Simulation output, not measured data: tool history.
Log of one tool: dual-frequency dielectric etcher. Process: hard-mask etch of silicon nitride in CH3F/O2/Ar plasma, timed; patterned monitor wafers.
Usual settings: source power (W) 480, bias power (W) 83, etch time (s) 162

run	hour	source power (W)	bias power (W)	etch time (s)	read-back reference wafer on the same gauge, depth_nm	mean etch depth across the wafer (Å)
1	0	480	83	162	135.9	1176
2	26.4	480	83	162	135.8	1183
3	51.9	520	83	162	135.9	1241
4	73.1	520	83	162	135.9	1224
5	92.2	520	83	162	136.1	1223
# hour 142.5: upper electrode replaced
6	143	480	83	162	136.1	1209
7	148.7	480	83	162	136.2	1194
8	172.4	480	83	162	136.2	1203
9	191.6	480	83	146.5	136.3	1082
# hour 213.6: gauge calibrated
# hour 219.1: bias power generator calibrated
10	223	480	83	148.5	135.8	1106
11	242	400	65	205	136.2	1327
12	263.9	370	102	162	136	1154
13	287.6	480	101	121	135.9	975
14	307.8	480	83	162	135.8	1235
# hour 342.7: wet clean of the chamber
15	343.2	480	83	162	136	1155
16	361	480	83	162	135.7	1164
17	382.4	480	102	162	135.9	1244
18	398.2	480	64	162	135.8	1088
19	423.2	480	89	149.5	136	1104
20	442.9	480	83	162	135.8	1177
# hour 466: source power generator calibrated
21	466.5	480	83	162	135.9	1167
22	494.9	530	102	117	136	952
23	507.3	480	98	120	136	927
24	528.6	480	67	162	136.4	1103
25	541	480	70	201.5	136.1	1394
26	611.6	480	83	162	136	1201
27	642.4	430	72	162	136.2	1101
28	675.5	480	73	210	136.1	1486
29	708.6	480	99	122	135.7	953

Hidden state or all else? Some run-to-run changes of mean etch depth across the wafer (Å), split into what the settings, what came in and random variation would give without the hidden state, and what is left for the hidden state (with any gauge scatter that isn't in both results):
The hidden state here: etch rate over this chamber's usual, %; source power that arrives over what is set, %; bias power that arrives over what is set, %; gauge reads high (%).
Run 14 -> 15: wet clean of the chamber. mean etch depth across the wafer (Å) -80: hidden state -60, all else -20.
Run 27 -> 28: source power (W) 430 -> 480, bias power (W) 72 -> 73, etch time (s) 162 -> 210. mean etch depth across the wafer (Å) +385: hidden state +15, all else +370.
Run 28 -> 29: bias power (W) 73 -> 99, etch time (s) 210 -> 122. mean etch depth across the wafer (Å) -533: hidden state -13, all else -520.
